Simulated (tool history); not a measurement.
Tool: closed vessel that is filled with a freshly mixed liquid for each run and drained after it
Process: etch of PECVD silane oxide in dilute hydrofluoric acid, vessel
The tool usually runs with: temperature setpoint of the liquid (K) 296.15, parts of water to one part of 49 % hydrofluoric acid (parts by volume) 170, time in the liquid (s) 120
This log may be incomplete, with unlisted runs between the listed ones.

run    hour  temperature setpoint of the liquid (K)  parts of water to one part of 49 % hydrofluoric acid (parts by volume)  time in the liquid (s)  read-back film thickness of the PECVD silane oxide reference wafer, read on the same gauge (nm)  thickness taken off the PECVD silane oxide on a monitor wafer (nm)
  1     0.0                                  297.65                                                                     170                      90                                                                                            59.99                                                               20.40
  2    67.1                                  297.65                                                                     170                      90                                                                                            60.03                                                               20.20
  3   194.3                                  297.65                                                                     170                      90                                                                                            60.01                                                               20.38
  4   251.6                                  296.15                                                                     170                     120                                                                                            60.01                                                               25.50
  5   330.1                                  296.15                                                                     170                     120                                                                                            59.98                                                               25.87
  6   385.6                                  296.15                                                                     170                     120                                                                                            60.03                                                               25.81
      535.1  -- hydrofluoric acid flow meter replaced
  7   621.9                                  296.15                                                                     170                     120                                                                                            60.07                                                               25.48
  8   675.3                                  296.15                                                                     170                     120                                                                                            60.04                                                               25.45
  9   715.5                                  296.15                                                                     170                     120                                                                                            60.01                                                               25.19
 10   791.3                                  296.15                                                                     170                     120                                                                                            59.96                                                               25.96
      828.6  -- gauge calibrated
 11   853.5                                  296.15                                                                     170                     100                                                                                            60.02                                                               21.22
 12   935.2                                  300.65                                                                     105                     175                                                                                            59.98                                                               78.94
 13   979.9                                  296.15                                                                     170                      70                                                                                            60.01                                                               15.08
 14  1034.4                                  296.15                                                                     170                     100                                                                                            60.01                                                               21.60
     1068.3  -- thermometer replaced
 15  1133.1                                  294.65                                                                     130                      90                                                                                            60.00                                                               24.88
 16  1191.8                                  294.15                                                                     170                      65                                                                                            60.01                                                               13.03
 17  1251.2                                  294.65                                                                     170                     120                                                                                            60.01                                                               24.21
 18  1295.1                                  296.15                                                                     170                     120                                                                                            60.03                                                               25.96
     1388.1  -- hydrofluoric acid flow meter replaced
 19  1402.9                                  294.15                                                                     215                      65                                                                                            60.02                                                                9.67
 20  1454.4                                  291.65                                                                      95                     120                                                                                            60.02                                                               41.21
 21  1538.4                                  294.15                                                                     170                     160                                                                                            60.03                                                               31.60
 22  1608.3                                  292.65                                                                     215                      95                                                                                            59.99                                                               13.27

For some of the steps in thickness taken off the PECVD silane oxide on a monitor wafer (nm) from one run to the next: how much would appear even if the tool had no hidden state, given the settings, what came in and random variation, and how much remains for the hidden state plus any gauge scatter that the measured result and the result without hidden state don't share?
Hidden state present: liquid hotter than its thermometer reads (K); hydrofluoric acid flow above the setpoint (%); gauge reads high (%).
Run 11 -> 12: temperature setpoint of the liquid (K) 296.15 -> 300.65, parts of water to one part of 49 % hydrofluoric acid (parts by volume) 170 -> 105, time in the liquid (s) 100 -> 175. thickness taken off the PECVD silane oxide on a monitor wafer (nm) +57.72: hidden state +0.82, all else +56.90.
Run 12 -> 13: temperature setpoint of the liquid (K) 300.65 -> 296.15, parts of water to one part of 49 % hydrofluoric acid (parts by volume) 105 -> 170, time in the liquid (s) 175 -> 70. thickness taken off the PECVD silane oxide on a monitor wafer (nm) -63.86: hidden state -0.83, all else -63.03.
